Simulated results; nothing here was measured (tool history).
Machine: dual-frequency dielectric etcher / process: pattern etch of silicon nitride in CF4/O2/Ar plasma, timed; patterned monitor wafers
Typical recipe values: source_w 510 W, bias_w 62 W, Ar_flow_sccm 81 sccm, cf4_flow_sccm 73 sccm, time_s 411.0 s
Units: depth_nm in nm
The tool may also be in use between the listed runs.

run     day  source_w  bias_w  Ar_flow_sccm  cf4_flow_sccm  time_s  read-back reference wafer on the same gauge, depth_nm  depth_nm
  1   0.000       510      62            81             60   411.0                                                  749.2     839.2
      1.646  -- gauge calibrated
  2   2.312       510      62            81             60   411.0                                                  747.9     830.4
  3   6.162       510      62            81             60   411.0                                                  749.0     816.5
  4   8.262       510      62            81             73   411.0                                                  748.9     837.6
     10.804  -- wet clean of the chamber
  5  10.825       510      62            81             73   411.0                                                  749.3     894.9
  6  12.925       510      62            81             73   411.0                                                  749.8     886.7
  7  14.275       510      62            81             67   411.0                                                  747.7     876.9
     15.621  -- bias power generator calibrated
     17.688  -- upper electrode replaced, of another model than before
     18.325  -- CF4 flow controller replaced
  8  20.175       590      49            81             73   411.0                                                  749.8     932.8
  9  22.767       590      49            81             73   411.0                                                  749.1     927.7
     23.038  -- source power generator calibrated
 10  25.725       460      48            73             73   411.0                                                  750.9     763.3
 11  27.771       510      62            97             81   411.0                                                  749.7     861.1
     29.800  -- wet clean of the chamber
 12  29.821       510      62            69             73   411.0                                                  747.5     887.5
 13  30.417       510      76            81             78   411.0                                                  752.0     927.0
 14  32.271       510      62            81             73   411.0                                                  750.8     869.9
     32.300  -- gauge calibrated
     33.362  -- Ar flow controller replaced
 15  34.692       510      54            81             67   411.0                                                  749.4     832.3
 16  36.508       510      54            81             67   411.0                                                  749.2     817.9
 17  39.379       510      76            81             73   411.0                                                  749.5     907.2
 18  42.321       460      62            71             73   411.0                                                  748.6     780.9
     46.908  -- wet clean of the chamber
 19  46.929       550      62            81             81   411.0                                                  749.8     940.9

Each row is a separate what-if for the run after 19, all from the same tool condition, not one after another. Results?
  A  46.950       510      62            81             73   411.0                                                      ?         ?
  B  46.950       510      78            81             82   353.5                                                      ?         ?
  C  46.950       510      62            75             73   341.0                                                      ?         ?

run  read-back reference wafer on the same gauge, depth_nm  depth_nm
  A                                                  749.5     884.7
  B                                                  749.5     811.0
  C                                                  749.5     737.3
With no hidden state in the tool, these same runs would have given:
run  depth_nm
  A     887.1
  B     813.2
  C     739.3
